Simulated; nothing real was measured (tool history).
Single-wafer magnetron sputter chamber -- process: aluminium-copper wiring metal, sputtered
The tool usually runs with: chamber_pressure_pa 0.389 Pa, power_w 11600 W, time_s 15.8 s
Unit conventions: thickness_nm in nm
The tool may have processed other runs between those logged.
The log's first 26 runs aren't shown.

| run | hour | chamber_pressure_pa | power_w | time_s | wafers since the last listed run | wafers on the sputter target | hours since the last manometer calibration | hours since the magnet pack was replaced | hours since the gauge calibration | read-back reference wafer on the same gauge, thickness_nm | thickness_nm |
|---|---|---|---|---|---|---|---|---|---|---|---|
| 27 | 722.6 | 0.470 | 11600 | 15.8 | 1089 | 4511 | 266.2 | 116.0 | 510.6 | 384.048 | 317.887 |
| 28 | 736.6 | 0.513 | 11600 | 13.3 | 440 | 4951 | 280.2 | 130.0 | 524.6 | 383.591 | 261.581 |
| 29 | 768.0 | 0.389 | 11600 | 15.8 | 988 | 5940 | 311.6 | 161.4 | 556.0 | 384.385 | 333.198 |
|  | 781.2 | sputter target and shields replaced |
| 30 | 800.3 | 0.464 | 13900 | 15.8 | 765 | 600 | 343.9 | 193.7 | 588.3 | 383.900 | 381.272 |
| 31 | 822.2 | 0.389 | 13550 | 13.3 | 689 | 1289 | 365.8 | 215.6 | 610.2 | 383.961 | 327.502 |
| 32 | 857.7 | 0.389 | 9600 | 17.2 | 1117 | 2407 | 401.3 | 251.1 | 645.7 | 383.499 | 302.603 |
| 33 | 873.4 | 0.389 | 11600 | 15.8 | 494 | 2901 | 417.0 | 266.8 | 661.4 | 383.802 | 332.615 |
| 34 | 896.5 | 0.389 | 11600 | 15.8 | 727 | 3629 | 440.1 | 289.9 | 684.5 | 384.108 | 334.919 |

4 options for the next run, each taken on its own from the tool as it stands now. Forecast them:
| A | 896.9 | 0.389 | 11600 | 18.7 | 12 | 3641 | 440.5 | 290.3 | 684.9 | ? | ? |
| B | 896.9 | 0.389 | 10400 | 15.8 | 12 | 3641 | 440.5 | 290.3 | 684.9 | ? | ? |
| C | 896.9 | 0.262 | 11600 | 15.8 | 12 | 3641 | 440.5 | 290.3 | 684.9 | ? | ? |
| D | 896.9 | 0.335 | 11600 | 15.8 | 12 | 3641 | 440.5 | 290.3 | 684.9 | ? | ? |

| run | read-back reference wafer on the same gauge, thickness_nm | thickness_nm |
|---|---|---|
| A | 383.846 | 396.255 |
| B | 383.846 | 301.173 |
| C | 383.846 | 360.775 |
| D | 383.846 | 345.522 |
Had the tool no hidden state, the same runs would have come out as:
| run | thickness_nm |
|---|---|
| A | 394.383 |
| B | 299.751 |
| C | 359.669 |
| D | 344.129 |
